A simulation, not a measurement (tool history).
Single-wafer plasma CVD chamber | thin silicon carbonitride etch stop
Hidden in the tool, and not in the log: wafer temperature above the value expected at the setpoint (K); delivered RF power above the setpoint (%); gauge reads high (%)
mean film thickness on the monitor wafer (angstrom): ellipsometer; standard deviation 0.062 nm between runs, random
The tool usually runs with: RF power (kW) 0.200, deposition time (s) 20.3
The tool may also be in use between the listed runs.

run	hour	RF power (kW)	deposition time (s)	wafers since the last listed run	hours since the last thermocouple change	hours since the last RF generator calibration	hours since the showerhead was replaced	hours since the gauge calibration	read-back reference wafer on the same gauge, thickness_nm	mean film thickness on the monitor wafer (angstrom)
1	0.0	0.200	20.3	0	849.6	1708.6	2171.8	482.9	10.203	118.39
2	47.6	0.200	20.3	989	897.2	1756.2	2219.4	530.5	10.192	118.35
3	100.5	0.200	20.3	1099	950.1	1809.1	2272.3	583.4	10.179	118.93
4	190.4	0.200	21.4	1868	1040.0	1899.0	2362.2	673.3	10.207	124.81
5	263.5	0.200	21.4	1519	1113.1	1972.1	2435.3	746.4	10.207	126.19
6	367.1	0.200	20.3	2153	1216.7	2075.7	2538.9	850.0	10.194	118.98
7	457.0	0.200	20.3	1868	1306.6	2165.6	2628.8	939.9	10.216	118.98
8	554.1	0.200	20.3	2018	1403.7	2262.7	2725.9	1037.0	10.210	118.05
# hour 590.0: RF generator calibrated
# hour 630.2: showerhead replaced
9	634.3	0.200	20.3	1334	1483.9	44.3	4.1	1117.2	10.209	117.82
10	689.8	0.235	24.3	1153	1539.4	99.8	59.6	1172.7	10.196	148.14
11	741.6	0.200	20.3	1076	1591.2	151.6	111.4	1224.5	10.173	118.38
# hour 787.0: thermocouple changed; heater temperature recalibrated
12	832.6	0.200	24.0	1725	45.6	242.6	202.4	1315.5	10.212	141.68
13	875.7	0.160	22.6	895	88.7	285.7	245.5	1358.6	10.228	124.53
# hour 914.4: gauge calibrated
14	963.8	0.200	20.3	1831	176.8	373.8	333.6	49.4	10.214	118.96
15	1013.0	0.235	24.1	1022	226.0	423.0	382.8	98.6	10.212	147.74
16	1083.6	0.210	18.4	1467	296.6	493.6	453.4	169.2	10.201	108.30
17	1122.3	0.185	22.2	804	335.3	532.3	492.1	207.9	10.217	126.32
18	1171.9	0.220	17.0	1030	384.9	581.9	541.7	257.5	10.197	101.81

Hidden state, per run?
wafer temperature above the value expected at the setpoint (K): 0 at every run
delivered RF power above the setpoint (%): 0 at every run
gauge reads high (%): 0 at every run
